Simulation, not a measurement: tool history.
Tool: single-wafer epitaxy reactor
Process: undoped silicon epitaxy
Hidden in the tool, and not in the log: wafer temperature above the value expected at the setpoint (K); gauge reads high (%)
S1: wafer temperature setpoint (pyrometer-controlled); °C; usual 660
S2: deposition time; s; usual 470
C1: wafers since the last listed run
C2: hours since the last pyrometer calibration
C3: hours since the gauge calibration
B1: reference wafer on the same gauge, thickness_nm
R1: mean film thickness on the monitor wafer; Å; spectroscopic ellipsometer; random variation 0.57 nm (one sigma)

| run | hour | S1 | S2 | C1 | C2 | C3 | B1 | R1 |
|---|---|---|---|---|---|---|---|---|
| 1 | 0.0 | 671 | 470 | 0 | 820.0 | 209.7 | 90.212 | 1098.53 |
| 2 | 68.8 | 671 | 470 | 297 | 888.8 | 278.5 | 90.433 | 1105.35 |
| 3 | 126.9 | 671 | 470 | 251 | 946.9 | 336.6 | 90.189 | 1102.82 |
| 4 | 158.8 | 667 | 423 | 137 | 978.8 | 368.5 | 90.262 | 909.13 |
| 5 | 228.7 | 660 | 424 | 302 | 1048.7 | 438.4 | 90.262 | 806.14 |
| 6 | 280.6 | 660 | 424 | 224 | 1100.6 | 490.3 | 90.300 | 807.74 |
| 7 | 333.6 | 653 | 470 | 229 | 1153.6 | 543.3 | 90.335 | 779.08 |
| 8 | 377.3 | 664 | 470 | 188 | 1197.3 | 587.0 | 90.289 | 954.02 |
| 9 | 402.6 | 664 | 470 | 109 | 1222.6 | 612.3 | 90.184 | 960.62 |
| 10 | 450.0 | 664 | 470 | 204 | 1270.0 | 659.7 | 90.309 | 953.16 |
| 11 | 587.1 | 660 | 470 | 592 | 1407.1 | 796.8 | 90.334 | 887.39 |
| 12 | 613.9 | 660 | 470 | 115 | 1433.9 | 823.6 | 90.322 | 879.49 |
| 13 | 685.8 | 660 | 470 | 310 | 1505.8 | 895.5 | 90.264 | 887.41 |
| 14 | 721.4 | 660 | 408 | 153 | 1541.4 | 931.1 | 90.340 | 767.79 |
| 15 | 754.3 | 668 | 542 | 142 | 1574.3 | 964.0 | 90.368 | 1175.36 |
|  | 766.8 | gauge calibrated |
| 16 | 781.3 | 668 | 542 | 116 | 1601.3 | 14.5 | 90.341 | 1192.20 |
| 17 | 810.4 | 654 | 470 | 125 | 1630.4 | 43.6 | 90.283 | 790.86 |
| 18 | 944.6 | 663 | 470 | 579 | 1764.6 | 177.8 | 90.317 | 925.09 |
| 19 | 972.7 | 647 | 535 | 121 | 1792.7 | 205.9 | 90.276 | 775.63 |
| 20 | 1044.4 | 660 | 470 | 309 | 1864.4 | 277.6 | 90.398 | 881.86 |
| 21 | 1104.9 | 660 | 470 | 261 | 1924.9 | 338.1 | 90.387 | 865.55 |
| 22 | 1143.9 | 660 | 418 | 168 | 1963.9 | 377.1 | 90.345 | 783.38 |
| 23 | 1215.0 | 660 | 417 | 307 | 2035.0 | 448.2 | 90.242 | 778.04 |

Run 24 comes next. What will it give?
| 24 | 1248.8 | 654 | 470 | 146 | 2068.8 | 482.0 | ? | ? |

Run 24 gave B1 90.345, R1 791.84 Å.
Without the tool's hidden state the same run would have given R1 854.02 Å.
